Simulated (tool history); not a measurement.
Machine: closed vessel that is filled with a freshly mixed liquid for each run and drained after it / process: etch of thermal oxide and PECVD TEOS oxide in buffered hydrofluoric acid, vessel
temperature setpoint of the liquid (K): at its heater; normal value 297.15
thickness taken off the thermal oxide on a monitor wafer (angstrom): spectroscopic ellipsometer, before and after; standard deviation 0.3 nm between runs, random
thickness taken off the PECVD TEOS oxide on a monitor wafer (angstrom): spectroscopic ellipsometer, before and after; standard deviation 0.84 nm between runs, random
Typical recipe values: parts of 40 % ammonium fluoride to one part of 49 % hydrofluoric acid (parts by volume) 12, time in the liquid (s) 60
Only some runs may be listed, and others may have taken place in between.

run   hour  temperature setpoint of the liquid (K)  parts of 40 % ammonium fluoride to one part of 49 % hydrofluoric acid (parts by volume)  time in the liquid (s)  read-back film thickness of the thermal oxide reference wafer, read on the same gauge (nm)  read-back film thickness of the PECVD TEOS oxide reference wafer, read on the same gauge (nm)  thickness taken off the thermal oxide on a monitor wafer (angstrom)  thickness taken off the PECVD TEOS oxide on a monitor wafer (angstrom)
  1      0                                  297.15                                                                                       12                      70                                                                                          60                                                                                         139.99                                                                662.2                                                                  1076.2
  2  103.4                                  297.15                                                                                       12                      60                                                                                       59.98                                                                                            140                                                                573.8                                                                   914.3
  3  121.8                                  297.15                                                                                       12                      60                                                                                       60.02                                                                                            140                                                                573.3                                                                   917.4
     162.5  -- thermometer replaced
  4  176.8                                  297.15                                                                                     16.5                      30                                                                                       60.02                                                                                         140.02                                                                209.8                                                                   335.1
  5  209.5                                  300.65                                                                                       16                      60                                                                                       59.98                                                                                         140.01                                                                522.9                                                                   837.5
  6  232.8                                  297.15                                                                                      7.5                      60                                                                                       59.98                                                                                         139.96                                                                904.6                                                                  1436.9
  7  251.1                                  297.15                                                                                       12                      60                                                                                       60.05                                                                                         140.02                                                                577.3                                                                   904.3
  8  277.8                                  299.15                                                                                       12                      70                                                                                       59.95                                                                                         139.98                                                                  755                                                                  1197.2
     282.9  -- hydrofluoric acid flow meter replaced
  9  302.1                                  294.15                                                                                      7.5                      60                                                                                       59.99                                                                                         140.02                                                                736.6                                                                  1175.7
       305  -- gauge calibrated
 10  364.9                                  300.65                                                                                       12                      40                                                                                       59.99                                                                                            140                                                                448.4                                                                   730.1
 11  389.7                                  297.15                                                                                       12                      45                                                                                       60.02                                                                                         139.99                                                                414.4                                                                   670.8
 12  413.8                                  300.65                                                                                       12                      60                                                                                       59.95                                                                                            140                                                                674.9                                                                  1099.2
 13  427.5                                  297.15                                                                                       12                      60                                                                                       60.01                                                                                            140                                                                560.3                                                                   899.3
 14  455.2                                  301.15                                                                                       12                      60                                                                                       59.99                                                                                            140                                                                693.5                                                                  1130.6
 15  472.9                                  298.65                                                                                       12                      40                                                                                       59.98                                                                                         140.01                                                                  400                                                                   634.8
 16    506                                  294.15                                                                                       16                      60                                                                                       60.01                                                                                         140.03                                                                356.7                                                                   579.9
 17  524.5                                  297.15                                                                                       12                      60                                                                                          60                                                                                         140.01                                                                559.7                                                                     886
 18  543.2                                  300.65                                                                                       12                      70                                                                                       60.02                                                                                         139.99                                                                791.8                                                                  1261.7
 19  612.7                                  297.15                                                                                       12                      60                                                                                       60.04                                                                                         140.02                                                                563.6                                                                   904.5
 20  638.8                                  300.15                                                                                       10                      35                                                                                       59.97                                                                                         139.99                                                                461.8                                                                   745.3
 21  669.3                                  297.15                                                                                       12                      60                                                                                       59.95                                                                                            140                                                                562.1                                                                   898.5
 22  691.9                                  297.15                                                                                      8.5                      60                                                                                       59.99                                                                                            140                                                                776.3                                                                  1238.1
 23  713.4                                  297.15                                                                                       12                      60                                                                                       60.01                                                                                         140.02                                                                565.7                                                                   909.8
 24  741.2                                  300.65                                                                                       12                      70                                                                                          60                                                                                         140.01                                                                791.8                                                                  1281.5
 25  767.2                                  300.65                                                                                       17                      60                                                                                          60                                                                                         140.01                                                                493.4                                                                     776
 26  802.7                                  297.15                                                                                       12                      75                                                                                       60.01                                                                                         139.98                                                                707.8                                                                  1148.7

4 options for the next run, each taken on its own from the tool as it stands now. Forecast them:
  A  803.4                                  297.15                                                                                       12                      60                                                                                           ?                                                                                              ?                                                                    ?                                                                       ?
  B  803.4                                  297.15                                                                                     10.5                      70                                                                                           ?                                                                                              ?                                                                    ?                                                                       ?
  C  803.4                                  292.65                                                                                       12                      60                                                                                           ?                                                                                              ?                                                                    ?                                                                       ?
  D  803.4                                  299.15                                                                                      8.5                      90                                                                                           ?                                                                                              ?                                                                    ?                                                                       ?

run  read-back film thickness of the thermal oxide reference wafer, read on the same gauge (nm)  read-back film thickness of the PECVD TEOS oxide reference wafer, read on the same gauge (nm)  thickness taken off the thermal oxide on a monitor wafer (angstrom)  thickness taken off the PECVD TEOS oxide on a monitor wafer (angstrom)
  A                                                                                       60.01                                                                                         139.99                                                                569.5                                                                   899.5
  B                                                                                       60.01                                                                                         139.99                                                                756.8                                                                  1195.3
  C                                                                                       60.01                                                                                         139.99                                                                443.9                                                                   701.1
  D                                                                                       60.01                                                                                         139.99                                                               1296.9                                                                  2048.4
Take away the tool's hidden state, keep each run's random variation, and the runs would have read:
run  thickness taken off the thermal oxide on a monitor wafer (angstrom)  thickness taken off the PECVD TEOS oxide on a monitor wafer (angstrom)
  A                                                                553.3                                                                     874
  B                                                                735.4                                                                  1161.5
  C                                                                431.3                                                                   681.2
  D                                                               1256.1                                                                    1984

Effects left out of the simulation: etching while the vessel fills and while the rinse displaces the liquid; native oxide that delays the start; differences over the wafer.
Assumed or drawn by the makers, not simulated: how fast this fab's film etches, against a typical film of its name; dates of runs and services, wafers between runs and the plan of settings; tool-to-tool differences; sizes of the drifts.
